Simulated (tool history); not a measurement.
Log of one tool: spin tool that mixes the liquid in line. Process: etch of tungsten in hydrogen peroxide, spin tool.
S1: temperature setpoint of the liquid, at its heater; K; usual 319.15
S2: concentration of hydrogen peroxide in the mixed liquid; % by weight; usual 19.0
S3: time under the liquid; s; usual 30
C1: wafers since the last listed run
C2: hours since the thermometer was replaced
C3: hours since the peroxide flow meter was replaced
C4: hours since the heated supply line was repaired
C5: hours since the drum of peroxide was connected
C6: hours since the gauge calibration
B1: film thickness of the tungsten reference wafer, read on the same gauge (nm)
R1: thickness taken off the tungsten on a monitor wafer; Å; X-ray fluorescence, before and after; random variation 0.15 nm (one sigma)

run 1 hour=0.0 | S1=325.15 S2=19.0 S3=30 | C1=0 C2=52.8 C3=71.7 C4=3972.3 C5=1198.6 C6=555.1 | B1=130.00 | R1=407.0
run 2 hour=10.0 | S1=319.15 S2=19.0 S3=30 | C1=111 C2=62.8 C3=81.7 C4=3982.3 C5=1208.6 C6=565.1 | B1=130.03 | R1=280.9
-- hour=27.4 gauge calibrated
run 3 hour=27.8 | S1=313.65 S2=19.0 S3=30 | C1=197 C2=80.6 C3=99.5 C4=4000.1 C5=1226.4 C6=0.4 | B1=129.97 | R1=199.3
run 4 hour=43.6 | S1=319.15 S2=19.0 S3=30 | C1=175 C2=96.4 C3=115.3 C4=4015.9 C5=1242.2 C6=16.2 | B1=129.99 | R1=279.8
run 5 hour=53.1 | S1=319.15 S2=19.0 S3=30 | C1=105 C2=105.9 C3=124.8 C4=4025.4 C5=1251.7 C6=25.7 | B1=130.02 | R1=280.2
run 6 hour=63.3 | S1=319.15 S2=19.0 S3=30 | C1=113 C2=116.1 C3=135.0 C4=4035.6 C5=1261.9 C6=35.9 | B1=130.02 | R1=281.3
-- hour=72.6 heated supply line repaired
run 7 hour=81.1 | S1=311.15 S2=19.0 S3=30 | C1=186 C2=133.9 C3=152.8 C4=8.5 C5=1279.7 C6=53.7 | B1=130.03 | R1=168.6
run 8 hour=91.7 | S1=312.65 S2=14.0 S3=15 | C1=117 C2=144.5 C3=163.4 C4=19.1 C5=1290.3 C6=64.3 | B1=130.00 | R1=79.2
run 9 hour=104.3 | S1=319.15 S2=24.0 S3=25 | C1=140 C2=157.1 C3=176.0 C4=31.7 C5=1302.9 C6=76.9 | B1=129.99 | R1=263.0
run 10 hour=120.7 | S1=310.15 S2=19.0 S3=40 | C1=182 C2=173.5 C3=192.4 C4=48.1 C5=1319.3 C6=93.3 | B1=130.01 | R1=208.3
run 11 hour=129.1 | S1=322.65 S2=13.5 S3=40 | C1=93 C2=181.9 C3=200.8 C4=56.5 C5=1327.7 C6=101.7 | B1=130.04 | R1=392.0
-- hour=135.3 new drum of peroxide connected
run 12 hour=145.9 | S1=319.15 S2=19.0 S3=30 | C1=175 C2=198.7 C3=217.6 C4=73.3 C5=10.6 C6=118.5 | B1=130.00 | R1=281.8
run 13 hour=159.8 | S1=319.15 S2=19.0 S3=50 | C1=154 C2=212.6 C3=231.5 C4=87.2 C5=24.5 C6=132.4 | B1=130.03 | R1=464.6
run 14 hour=173.6 | S1=329.15 S2=19.0 S3=30 | C1=153 C2=226.4 C3=245.3 C4=101.0 C5=38.3 C6=146.2 | B1=129.98 | R1=516.2
run 15 hour=191.4 | S1=319.15 S2=15.0 S3=30 | C1=197 C2=244.2 C3=263.1 C4=118.8 C5=56.1 C6=164.0 | B1=129.99 | R1=249.7
run 16 hour=200.3 | S1=319.15 S2=19.0 S3=50 | C1=98 C2=253.1 C3=272.0 C4=127.7 C5=65.0 C6=172.9 | B1=130.00 | R1=461.3
run 17 hour=206.4 | S1=319.15 S2=19.0 S3=30 | C1=67 C2=259.2 C3=278.1 C4=133.8 C5=71.1 C6=179.0 | B1=129.96 | R1=282.3
run 18 hour=218.5 | S1=310.65 S2=15.0 S3=30 | C1=134 C2=271.3 C3=290.2 C4=145.9 C5=83.2 C6=191.1 | B1=129.98 | R1=144.6
run 19 hour=257.9 | S1=319.15 S2=19.0 S3=30 | C1=437 C2=310.7 C3=329.6 C4=185.3 C5=122.6 C6=230.5 | B1=130.00 | R1=278.3
run 20 hour=273.3 | S1=319.15 S2=19.0 S3=30 | C1=171 C2=326.1 C3=345.0 C4=200.7 C5=138.0 C6=245.9 | B1=130.02 | R1=280.0
run 21 hour=287.6 | S1=322.65 S2=14.0 S3=30 | C1=158 C2=340.4 C3=359.3 C4=215.0 C5=152.3 C6=260.2 | B1=130.00 | R1=298.1
run 22 hour=299.1 | S1=313.15 S2=15.5 S3=35 | C1=127 C2=351.9 C3=370.8 C4=226.5 C5=163.8 C6=271.7 | B1=129.96 | R1=201.0
run 23 hour=316.9 | S1=328.65 S2=23.0 S3=20 | C1=197 C2=369.7 C3=388.6 C4=244.3 C5=181.6 C6=289.5 | B1=130.00 | R1=369.3
run 24 hour=327.4 | S1=310.65 S2=19.0 S3=40 | C1=116 C2=380.2 C3=399.1 C4=254.8 C5=192.1 C6=300.0 | B1=130.01 | R1=216.4
run 25 hour=334.7 | S1=319.15 S2=19.0 S3=30 | C1=81 C2=387.5 C3=406.4 C4=262.1 C5=199.4 C6=307.3 | B1=130.00 | R1=280.2
run 26 hour=349.2 | S1=310.65 S2=15.5 S3=20 | C1=161 C2=402.0 C3=420.9 C4=276.6 C5=213.9 C6=321.8 | B1=130.00 | R1=97.5
run 27 hour=366.8 | S1=314.65 S2=15.0 S3=45 | C1=195 C2=419.6 C3=438.5 C4=294.2 C5=231.5 C6=339.4 | B1=130.02 | R1=283.6

What the log doesn't show, run by run:
liquid hotter than its thermometer reads (K): 0 in every run
peroxide flow above the setpoint (%): 0 in every run
temperature lost on the way to the wafer (K): 0 in every run
peroxide weaker than its label (%): 0 in every run
gauge reads high (%): 0 in every run

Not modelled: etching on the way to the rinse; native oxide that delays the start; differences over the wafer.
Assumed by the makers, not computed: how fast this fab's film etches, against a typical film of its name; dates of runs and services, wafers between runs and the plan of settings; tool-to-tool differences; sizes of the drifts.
